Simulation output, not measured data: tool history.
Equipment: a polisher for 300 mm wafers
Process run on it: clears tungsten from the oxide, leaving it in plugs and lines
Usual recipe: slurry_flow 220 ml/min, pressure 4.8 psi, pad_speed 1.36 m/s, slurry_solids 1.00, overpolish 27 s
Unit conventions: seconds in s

run	day	slurry_flow	pressure	pad_speed	slurry_solids	overpolish	incoming thickness of the incoming film, nm	seconds
1	0.000	220	4.8	1.36	1.00	27	273.6	33.9
2	2.975	220	4.8	1.36	1.00	27	271.1	34.8
# day 4.242: worn pad replaced by a new one
3	5.838	220	4.8	1.36	1.00	27	269.9	33.6
# day 7.233: slurry tank refilled with fresh slurry and peroxide
4	7.454	220	4.8	1.36	1.00	27	271.6	34.7
5	8.679	220	4.8	1.02	1.00	27	268.0	41.0
6	11.162	220	4.8	1.02	1.00	27	269.8	42.2
# day 11.896: worn pad replaced by a new one
7	12.671	220	4.8	1.02	1.00	27	263.7	38.6
# day 13.250: head pressure recalibrated
8	14.662	220	4.8	1.36	1.10	27	269.6	33.0
# day 14.942: slurry tank refilled with fresh slurry and peroxide
9	16.121	220	4.8	1.36	1.00	27	267.7	34.0
# day 16.521: slurry blender recalibrated
# day 16.692: slurry nozzle cleaned
10	18.929	220	4.1	1.18	1.00	43	271.5	46.4
# day 19.817: worn pad replaced by a new one
11	21.704	200	4.8	1.36	1.00	27	267.8	34.2
# day 21.804: slurry tank refilled with fresh slurry and peroxide
12	24.342	145	6.3	1.14	0.70	27	270.5	34.8
13	26.629	180	4.8	0.92	1.15	27	270.8	44.6
# day 27.575: worn pad replaced by a new one
# day 28.150: slurry tank refilled with fresh slurry and peroxide
14	28.712	220	4.8	1.36	1.00	27	270.1	33.7
15	32.396	285	3.2	1.36	0.70	27	268.4	55.2
16	33.754	220	4.8	1.58	1.00	27	270.1	33.0
# day 34.108: worn pad replaced by a new one
# day 34.379: slurry blender recalibrated
# day 34.829: slurry tank refilled with fresh slurry and peroxide
17	35.829	220	5.6	1.36	1.10	27	270.2	28.6

Here are 3 independent what-if runs from the current tool condition. What would each one return?
A	35.846	220	4.3	1.36	1.00	27	271.8	?
B	35.846	220	4.8	1.36	1.00	14	271.8	?
C	35.846	220	4.8	1.36	0.80	15	271.8	?

run	seconds
A	38.7
B	34.6
C	36.7
Stripped of hidden state, with their random variation kept, the same runs would have yielded:
run	seconds
A	38.1
B	34.1
C	36.1
